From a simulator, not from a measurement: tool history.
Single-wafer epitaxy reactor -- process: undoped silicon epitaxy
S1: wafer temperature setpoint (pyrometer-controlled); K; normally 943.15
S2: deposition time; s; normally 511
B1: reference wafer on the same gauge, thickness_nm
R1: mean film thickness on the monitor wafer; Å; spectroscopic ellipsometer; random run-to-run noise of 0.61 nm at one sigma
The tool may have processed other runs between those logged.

run,hour,S1,S2,B1,R1
1,0.0,938.15,511,141.003,1217.20
2,14.8,938.15,511,141.074,1219.64
3,27.9,938.15,511,140.513,1229.23
4,49.0,943.15,511,141.178,1366.55
5,56.4,943.15,511,140.832,1365.56
6,74.1,943.15,511,141.321,1353.71
7,106.2,943.15,511,141.063,1368.21
8,116.7,943.15,511,141.068,1361.27
9,127.0,943.15,511,141.065,1350.99
10,140.3,943.15,511,141.290,1356.21
11,157.4,943.15,511,140.875,1373.16
12,170.1,943.15,511,141.011,1355.12
# hour 185.1: gauge calibrated
13,185.5,943.15,511,141.132,1359.72
14,198.9,937.15,546,141.029,1277.51
15,215.3,937.15,546,141.315,1284.18
16,229.0,932.15,560,140.891,1171.95
17,236.2,932.15,560,140.932,1169.60
# hour 252.5: pyrometer calibrated
18,253.0,943.15,511,140.915,1238.55
19,271.8,943.15,511,141.054,1230.15
20,288.8,936.15,423,141.187,882.48
21,302.6,949.15,567,141.301,1563.14
22,319.7,943.15,609,140.882,1482.12
23,332.1,943.15,583,141.064,1431.40
24,345.7,931.15,511,141.070,964.17
25,362.2,949.15,567,140.784,1581.10
26,376.1,932.15,456,141.363,879.45
27,390.6,957.15,453,140.978,1508.83
28,397.0,950.15,466,141.236,1331.96
29,408.0,954.15,568,140.863,1779.06
30,423.0,943.15,579,141.095,1426.91
31,433.2,954.15,511,141.234,1595.15
32,441.5,943.15,511,140.679,1269.07
33,448.6,943.15,511,141.163,1263.45
# hour 456.8: gauge calibrated
34,464.1,943.15,511,141.248,1263.42

Here are 5 independent what-if runs from the current tool condition. What would each one return?
A,464.6,943.15,471,?,?
B,464.6,936.15,511,?,?
C,464.6,943.15,413,?,?
D,464.6,928.15,511,?,?
E,464.6,932.15,574,?,?

run,B1,R1
A,141.058,1171.64
B,141.058,1091.90
C,141.058,1027.36
D,141.058,915.13
E,141.058,1123.30
With the hidden condition removed and each run's random variation left untouched, the same runs would have given:
run,R1
A,1150.75
B,1072.13
C,1009.04
D,898.27
E,1102.78
